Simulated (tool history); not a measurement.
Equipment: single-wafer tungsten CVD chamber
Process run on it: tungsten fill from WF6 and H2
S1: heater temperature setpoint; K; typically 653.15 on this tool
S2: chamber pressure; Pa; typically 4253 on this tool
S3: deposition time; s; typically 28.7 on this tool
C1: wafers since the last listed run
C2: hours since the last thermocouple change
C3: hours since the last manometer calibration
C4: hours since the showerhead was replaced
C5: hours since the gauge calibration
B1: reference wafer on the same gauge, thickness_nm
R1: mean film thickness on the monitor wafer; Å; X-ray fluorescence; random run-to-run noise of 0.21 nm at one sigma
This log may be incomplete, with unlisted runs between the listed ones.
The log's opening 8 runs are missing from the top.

Run 9, hour 535.2: usual settings but S3 31.3 s; C1 948; C2 2001.3; C3 163.7; C4 182.3; C5 1137.2; B1 54.888. Result: R1 655.54 Å.
Run 10, hour 567.7: usual settings; C1 591; C2 2033.8; C3 196.2; C4 214.8; C5 1169.7; B1 54.943. Result: R1 602.7 Å.
Run 11, hour 616.9: usual settings; C1 895; C2 2083; C3 245.4; C4 264; C5 1218.9; B1 54.873. Result: R1 603.32 Å.
Run 12, hour 681.1: usual settings but S3 32.5 s; C1 1168; C2 2147.2; C3 309.6; C4 328.2; C5 1283.1; B1 54.901. Result: R1 682.29 Å.
At hour 797.9: thermocouple changed; heater temperature recalibrated.
Run 13, hour 829.5: usual settings but S3 32.5 s; C1 2555; C2 31.6; C3 458; C4 476.6; C5 1431.5; B1 54.832. Result: R1 669.02 Å.
Run 14, hour 890.1: usual settings but S2 3853 Pa, S3 30 s; C1 1103; C2 92.2; C3 518.6; C4 537.2; C5 1492.1; B1 54.93. Result: R1 602.71 Å.
Run 15, hour 934.1: usual settings but S2 3573 Pa; C1 800; C2 136.2; C3 562.6; C4 581.2; C5 1536.1; B1 54.833. Result: R1 570.85 Å.
At hour 960: gauge calibrated.
Run 16, hour 991.1: usual settings but S3 26.2 s; C1 1037; C2 193.2; C3 619.6; C4 638.2; C5 31.1; B1 54.9. Result: R1 534.03 Å.
Run 17, hour 1017.2: usual settings; C1 475; C2 219.3; C3 645.7; C4 664.3; C5 57.2; B1 54.933. Result: R1 587.52 Å.
Run 18, hour 1057.7: usual settings but S1 661.15 K, S2 4946 Pa, S3 23.4 s; C1 737; C2 259.8; C3 686.2; C4 704.8; C5 97.7; B1 54.89. Result: R1 573.5 Å.
Run 19, hour 1125.9: usual settings but S3 23.8 s; C1 1241; C2 328; C3 754.4; C4 773; C5 165.9; B1 54.818. Result: R1 488.46 Å.
Run 20, hour 1267.3: usual settings but S1 660.15 K, S2 5120 Pa, S3 26.8 s; C1 2573; C2 469.4; C3 895.8; C4 914.4; C5 307.3; B1 54.945. Result: R1 649.43 Å.
At hour 1286.5: capacitance manometer re-zeroed and calibrated.
Run 21, hour 1300.8: usual settings but S1 649.15 K, S2 3493 Pa; C1 464; C2 502.9; C3 14.3; C4 947.9; C5 340.8; B1 54.972. Result: R1 529.59 Å.
Run 22, hour 1362.8: usual settings but S1 648.15 K, S2 3640 Pa, S3 30.8 s; C1 1128; C2 564.9; C3 76.3; C4 1009.9; C5 402.8; B1 54.889. Result: R1 562.3 Å.
Run 23, hour 1431.7: usual settings but S1 647.15 K, S2 3213 Pa, S3 31.8 s; C1 1254; C2 633.8; C3 145.2; C4 1078.8; C5 471.7; B1 54.864. Result: R1 558.04 Å.
Run 24, hour 1460.6: usual settings; C1 526; C2 662.7; C3 174.1; C4 1107.7; C5 500.6; B1 54.791. Result: R1 592.24 Å.
Run 25, hour 1506.5: usual settings; C1 835; C2 708.6; C3 220; C4 1153.6; C5 546.5; B1 54.832. Result: R1 595.81 Å.
Run 26, hour 1588.9: usual settings but S2 3680 Pa; C1 1499; C2 791; C3 302.4; C4 1236; C5 628.9; B1 54.871. Result: R1 574.65 Å.
Run 27, hour 1639.1: usual settings; C1 913; C2 841.2; C3 352.6; C4 1286.2; C5 679.1; B1 54.913. Result: R1 591.07 Å.
Run 28, hour 1696.5: usual settings but S2 3853 Pa, S3 30 s; C1 1044; C2 898.6; C3 410; C4 1343.6; C5 736.5; B1 54.941. Result: R1 610.68 Å.
Run 29, hour 1738.5: usual settings but S1 643.15 K, S2 3560 Pa; C1 764; C2 940.6; C3 452; C4 1385.6; C5 778.5; B1 54.927. Result: R1 476.91 Å.
Run 30, hour 1778.5: usual settings but S3 25.3 s; C1 728; C2 980.6; C3 492; C4 1425.6; C5 818.5; B1 54.878. Result: R1 522.16 Å.
Run 31, hour 1821.9: usual settings; C1 790; C2 1024; C3 535.4; C4 1469; C5 861.9; B1 54.873. Result: R1 597.53 Å.
Run 32, hour 1881.6: usual settings; C1 1086; C2 1083.7; C3 595.1; C4 1528.7; C5 921.6; B1 54.91. Result: R1 593.97 Å.
Run 33, hour 1920.8: usual settings but S3 23.7 s; C1 713; C2 1122.9; C3 634.3; C4 1567.9; C5 960.8; B1 54.926. Result: R1 493.36 Å.

Each row is a separate what-if for the run after 33, all from the same tool condition, not one after another. Results?
Run A, hour 1921.2: usual settings but S1 657.15 K; C1 7; C2 1123.3; C3 634.7; C4 1568.3; C5 961.2; B1 ?. Result: R1 ?.
Run B, hour 1921.2: usual settings but S1 667.15 K, S2 4546 Pa; C1 7; C2 1123.3; C3 634.7; C4 1568.3; C5 961.2; B1 ?. Result: R1 ?.
Run C, hour 1921.2: usual settings but S2 4560 Pa, S3 26.6 s; C1 7; C2 1123.3; C3 634.7; C4 1568.3; C5 961.2; B1 ?. Result: R1 ?.
Run D, hour 1921.2: usual settings but S1 638.15 K, S2 4840 Pa; C1 7; C2 1123.3; C3 634.7; C4 1568.3; C5 961.2; B1 ?. Result: R1 ?.
Run E, hour 1921.2: usual settings but S1 664.15 K, S2 3293 Pa; C1 7; C2 1123.3; C3 634.7; C4 1568.3; C5 961.2; B1 ?. Result: R1 ?.

run      B1      R1
  A  54.948   643.2
  B  54.948   774.9
  C  54.948  564.27
  D  54.948  469.22
  E  54.948  688.35
Without the tool's hidden state the same runs would have given:
run      R1
  A  632.89
  B  763.07
  C  555.12
  D  461.09
  E  677.66
